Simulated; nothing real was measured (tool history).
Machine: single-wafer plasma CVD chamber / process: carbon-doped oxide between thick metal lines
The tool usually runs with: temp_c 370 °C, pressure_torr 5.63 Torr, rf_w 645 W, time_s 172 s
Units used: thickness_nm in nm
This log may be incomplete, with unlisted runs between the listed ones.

run     day  temp_c  pressure_torr  rf_w  time_s  wafers since the last listed run  hours since the last thermocouple change  hours since the last RF generator calibration  hours since the last manometer calibration  hours since the showerhead was replaced  hours since the gauge calibration  read-back reference wafer on the same gauge, thickness_nm  thickness_nm
  1       0     370           5.63   645     172                                 0                                    1901.2                                         1785.4                                      1418.5                                   5794.6                               27.1                                                    815.455        860.13
  2   1.717     370           5.63   645     172                               474                                    1942.4                                         1826.6                                      1459.7                                   5835.8                               68.3                                                    815.221       861.685
  3   4.712     370           5.63   645     199                               828                                    2014.3                                         1898.5                                      1531.6                                   5907.7                              140.2                                                    815.655       998.407
  4   7.438     370           5.63   645     199                               753                                    2079.7                                         1963.9                                        1597                                   5973.1                              205.6                                                    815.088      1006.665
  5  10.271     370           5.63   645     199                               783                                    2147.7                                         2031.9                                        1665                                   6041.1                              273.6                                                    814.507       997.804
  6  12.242     365           5.63   645     172                               544                                      2195                                         2079.2                                      1712.3                                   6088.4                              320.9                                                    814.402       869.309
  7  13.929     370           5.63   645     172                               466                                    2235.5                                         2119.7                                      1752.8                                   6128.9                              361.4                                                    814.812       867.571
     16.533  -- RF generator calibrated
     16.804  -- thermocouple changed; heater temperature recalibrated
  8  16.904     370           5.63   645     172                               655                                       2.4                                            8.9                                      1824.2                                   6200.3                              432.8                                                    815.946       864.786
     17.388  -- capacitance manometer re-zeroed and calibrated
  9  18.271     370           5.63   645     172                               285                                      35.2                                           41.7                                        21.2                                   6233.1                              465.6                                                     813.93       859.313
     18.708  -- showerhead replaced
 10  20.792     370           5.63   645     172                               604                                      95.7                                          102.2                                        81.7                                       50                              526.1                                                    814.848       862.846

Predict the results of run 11:
 11  21.862     370           4.35   645     172                               296                                     121.4                                          127.9                                       107.4                                     75.7                              551.8                                                          ?             ?

read-back reference wafer on the same gauge, thickness_nm: 815.177
thickness_nm: 841.195 nm
Take away the tool's hidden state, keep the run-to-run variation as it was, and the same run would have given thickness_nm 841.195 nm.

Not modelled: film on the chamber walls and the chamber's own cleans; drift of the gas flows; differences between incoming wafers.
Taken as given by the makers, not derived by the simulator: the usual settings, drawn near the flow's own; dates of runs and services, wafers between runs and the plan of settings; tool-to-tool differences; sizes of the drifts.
